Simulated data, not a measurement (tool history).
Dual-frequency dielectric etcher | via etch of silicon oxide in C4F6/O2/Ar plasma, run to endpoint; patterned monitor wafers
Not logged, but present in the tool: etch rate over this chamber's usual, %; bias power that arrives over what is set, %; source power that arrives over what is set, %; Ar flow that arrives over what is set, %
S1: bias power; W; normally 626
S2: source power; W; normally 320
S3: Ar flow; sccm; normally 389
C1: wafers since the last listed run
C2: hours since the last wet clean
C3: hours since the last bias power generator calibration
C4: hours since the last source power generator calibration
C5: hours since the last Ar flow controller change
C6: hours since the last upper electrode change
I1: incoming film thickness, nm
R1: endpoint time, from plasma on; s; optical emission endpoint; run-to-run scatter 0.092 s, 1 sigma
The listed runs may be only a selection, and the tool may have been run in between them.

run,hour,S1,S2,S3,C1,C2,C3,C4,C5,C6,I1,R1
1,0,626,320,389,0,30.4,3679.1,3909.9,1945.9,5001.6,88.7,19.6
2,15.5,626,320,335,276,45.9,3694.6,3925.4,1961.4,5017.1,90.1,19.5
3,92.3,626,320,335,1369,122.7,3771.4,4002.2,2038.2,5093.9,89.6,19.4
4,109.5,626,320,335,306,139.9,3788.6,4019.4,2055.4,5111.1,89.1,19.3
5,129.7,626,320,424,360,160.1,3808.8,4039.6,2075.6,5131.3,89.3,19.9
6,201.3,626,320,424,1276,231.7,3880.4,4111.2,2147.2,5202.9,89.7,19.9
7,213.5,626,320,389,217,243.9,3892.6,4123.4,2159.4,5215.1,89.2,19.7
# hour 222.6: Ar flow controller replaced
8,239.2,626,320,389,351,269.6,3918.3,4149.1,16.6,5240.8,89.4,19.9
9,253.5,626,320,389,255,283.9,3932.6,4163.4,30.9,5255.1,90.2,19.9
# hour 292.6: upper electrode replaced
10,293.1,532,290,414,278,323.5,3972.2,4203,70.5,0.5,89.1,21.8
11,304.4,750,280,484,201,334.8,3983.5,4214.3,81.8,11.8,89.1,19.7
# hour 323.2: bias power generator calibrated
12,334.1,626,240,343,458,364.5,10.9,4244,111.5,41.5,90.4,22
# hour 366.9: wet clean of the chamber
13,367.4,675,280,324,165,0.5,44.2,4277.3,144.8,74.8,89.9,19.6
14,382.5,626,320,389,269,15.6,59.3,4292.4,159.9,89.9,89.7,19.9
15,403.3,626,320,389,370,36.4,80.1,4313.2,180.7,110.7,89.5,19.8
# hour 426.9: source power generator calibrated
16,427.4,677,260,389,358,60.5,104.2,0.5,204.8,134.8,88.6,20.5
17,437,626,320,389,171,70.1,113.8,10.1,214.4,144.4,90,19.9
18,461.6,626,320,389,438,94.7,138.4,34.7,239,169,89.9,19.9
19,489.2,626,300,481,492,122.3,166,62.3,266.6,196.6,89.3,20.8
20,518.8,775,260,389,527,151.9,195.6,91.9,296.2,226.2,88.7,19.3
21,546.1,766,280,479,486,179.2,222.9,119.2,323.5,253.5,88.8,19.5
22,567.3,626,320,389,378,200.4,244.1,140.4,344.7,274.7,89.2,19.9
23,590,672,280,435,404,223.1,266.8,163.1,367.4,297.4,90,20.8
24,608.4,626,320,416,328,241.5,285.2,181.5,385.8,315.8,89.4,20
25,636.1,626,370,435,494,269.2,312.9,209.2,413.5,343.5,90,19.3
26,650.9,734,300,299,263,284,327.7,224,428.3,358.3,90.3,18.7
27,683.1,626,300,481,574,316.2,359.9,256.2,460.5,390.5,89.7,20.8
28,695.8,626,290,389,226,328.9,372.6,268.9,473.2,403.2,88.9,20.4
29,729.8,517,370,427,606,362.9,406.6,302.9,507.2,437.2,88.7,20.1

What was the tool's hidden state at every run in the log?
etch rate over this chamber's usual, %: 0 at every run
bias power that arrives over what is set, %: 0 at every run
source power that arrives over what is set, %: 0 at every run
Ar flow that arrives over what is set, %: 0 at every run
